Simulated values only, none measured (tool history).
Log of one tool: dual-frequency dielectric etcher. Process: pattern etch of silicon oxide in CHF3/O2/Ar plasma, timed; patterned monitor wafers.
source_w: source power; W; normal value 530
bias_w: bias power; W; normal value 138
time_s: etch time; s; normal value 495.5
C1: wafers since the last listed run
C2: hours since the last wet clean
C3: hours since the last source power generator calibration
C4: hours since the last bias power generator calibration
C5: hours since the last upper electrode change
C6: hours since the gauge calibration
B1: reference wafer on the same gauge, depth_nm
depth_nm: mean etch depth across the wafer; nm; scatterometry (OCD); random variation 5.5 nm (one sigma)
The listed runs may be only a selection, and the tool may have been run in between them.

run 1 hour=0.0 | source_w=530 bias_w=138 time_s=495.5 | C1=0 C2=244.4 C3=2266.2 C4=1682.9 C5=6580.7 C6=237.3 | B1=846.9 | depth_nm=902.5
run 2 hour=6.3 | source_w=530 bias_w=138 time_s=610.5 | C1=23 C2=250.7 C3=2272.5 C4=1689.2 C5=6587.0 C6=243.6 | B1=845.6 | depth_nm=1107.8
run 3 hour=24.0 | source_w=530 bias_w=138 time_s=610.5 | C1=65 C2=268.4 C3=2290.2 C4=1706.9 C5=6604.7 C6=261.3 | B1=844.9 | depth_nm=1109.7
run 4 hour=37.1 | source_w=530 bias_w=138 time_s=610.5 | C1=48 C2=281.5 C3=2303.3 C4=1720.0 C5=6617.8 C6=274.4 | B1=845.1 | depth_nm=1113.7
run 5 hour=48.7 | source_w=530 bias_w=138 time_s=601.5 | C1=42 C2=293.1 C3=2314.9 C4=1731.6 C5=6629.4 C6=286.0 | B1=846.4 | depth_nm=1096.6
run 6 hour=57.3 | source_w=530 bias_w=138 time_s=495.5 | C1=31 C2=301.7 C3=2323.5 C4=1740.2 C5=6638.0 C6=294.6 | B1=846.5 | depth_nm=903.8
run 7 hour=74.1 | source_w=530 bias_w=138 time_s=495.5 | C1=61 C2=318.5 C3=2340.3 C4=1757.0 C5=6654.8 C6=311.4 | B1=846.6 | depth_nm=904.1
-- hour=100.5 gauge calibrated
-- hour=113.3 upper electrode replaced
run 8 hour=113.8 | source_w=530 bias_w=138 time_s=495.5 | C1=57 C2=358.2 C3=2380.0 C4=1796.7 C5=0.5 C6=13.3 | B1=845.6 | depth_nm=918.0
run 9 hour=114.2 | source_w=530 bias_w=138 time_s=495.5 | C1=1 C2=358.6 C3=2380.4 C4=1797.1 C5=0.9 C6=13.7 | B1=846.6 | depth_nm=913.6
-- hour=125.4 source power generator calibrated
run 10 hour=125.9 | source_w=530 bias_w=138 time_s=495.5 | C1=28 C2=370.3 C3=0.5 C4=1808.8 C5=12.6 C6=25.4 | B1=846.7 | depth_nm=914.7
-- hour=142.3 bias power generator calibrated
-- hour=165.8 wet clean of the chamber
run 11 hour=166.3 | source_w=530 bias_w=138 time_s=495.5 | C1=47 C2=0.5 C3=40.9 C4=24.0 C5=53.0 C6=65.8 | B1=846.0 | depth_nm=870.1
run 12 hour=166.8 | source_w=530 bias_w=138 time_s=418.5 | C1=1 C2=1.0 C3=41.4 C4=24.5 C5=53.5 C6=66.3 | B1=846.2 | depth_nm=749.7
run 13 hour=167.2 | source_w=530 bias_w=138 time_s=610.5 | C1=1 C2=1.4 C3=41.8 C4=24.9 C5=53.9 C6=66.7 | B1=845.5 | depth_nm=1088.5
run 14 hour=172.5 | source_w=660 bias_w=138 time_s=495.5 | C1=19 C2=6.7 C3=47.1 C4=30.2 C5=59.2 C6=72.0 | B1=845.5 | depth_nm=999.4
run 15 hour=183.2 | source_w=470 bias_w=138 time_s=495.5 | C1=39 C2=17.4 C3=57.8 C4=40.9 C5=69.9 C6=82.7 | B1=846.5 | depth_nm=814.9
run 16 hour=197.2 | source_w=480 bias_w=154 time_s=579.5 | C1=51 C2=31.4 C3=71.8 C4=54.9 C5=83.9 C6=96.7 | B1=846.4 | depth_nm=1025.1
run 17 hour=204.9 | source_w=530 bias_w=138 time_s=495.5 | C1=28 C2=39.1 C3=79.5 C4=62.6 C5=91.6 C6=104.4 | B1=846.3 | depth_nm=896.7
run 18 hour=212.4 | source_w=660 bias_w=128 time_s=543.0 | C1=27 C2=46.6 C3=87.0 C4=70.1 C5=99.1 C6=111.9 | B1=846.2 | depth_nm=1061.8
run 19 hour=227.5 | source_w=440 bias_w=169 time_s=495.5 | C1=55 C2=61.7 C3=102.1 C4=85.2 C5=114.2 C6=127.0 | B1=846.2 | depth_nm=870.4
run 20 hour=240.9 | source_w=530 bias_w=138 time_s=495.5 | C1=49 C2=75.1 C3=115.5 C4=98.6 C5=127.6 C6=140.4 | B1=845.3 | depth_nm=889.4
run 21 hour=258.2 | source_w=450 bias_w=148 time_s=418.0 | C1=63 C2=92.4 C3=132.8 C4=115.9 C5=144.9 C6=157.7 | B1=844.9 | depth_nm=696.2
run 22 hour=265.3 | source_w=580 bias_w=138 time_s=400.0 | C1=26 C2=99.5 C3=139.9 C4=123.0 C5=152.0 C6=164.8 | B1=845.1 | depth_nm=750.8
run 23 hour=276.1 | source_w=530 bias_w=138 time_s=495.5 | C1=39 C2=110.3 C3=150.7 C4=133.8 C5=162.8 C6=175.6 | B1=846.5 | depth_nm=899.8

Measured minus without-hidden-state, run by run (identical run-to-run variation in each term; gauge scatter may differ):
The hidden state here: etch rate over this chamber's usual, %; source power that arrives over what is set, %; bias power that arrives over what is set, %; gauge reads high (%).
run=1 depth_nm=+27.3
run=2 depth_nm=+34.3
run=3 depth_nm=+36.5
run=4 depth_nm=+38.2
run=5 depth_nm=+39.0
run=6 depth_nm=+33.0
run=7 depth_nm=+34.6
run=8 depth_nm=+39.1
run=9 depth_nm=+38.9
run=10 depth_nm=+40.1
run=11 depth_nm=+5.1
run=12 depth_nm=+4.4
run=13 depth_nm=+6.4
run=14 depth_nm=+6.5
run=15 depth_nm=+6.4
run=16 depth_nm=+9.5
run=17 depth_nm=+9.2
run=18 depth_nm=+11.8
run=19 depth_nm=+11.1
run=20 depth_nm=+12.7
run=21 depth_nm=+11.3
run=22 depth_nm=+12.8
run=23 depth_nm=+16.5

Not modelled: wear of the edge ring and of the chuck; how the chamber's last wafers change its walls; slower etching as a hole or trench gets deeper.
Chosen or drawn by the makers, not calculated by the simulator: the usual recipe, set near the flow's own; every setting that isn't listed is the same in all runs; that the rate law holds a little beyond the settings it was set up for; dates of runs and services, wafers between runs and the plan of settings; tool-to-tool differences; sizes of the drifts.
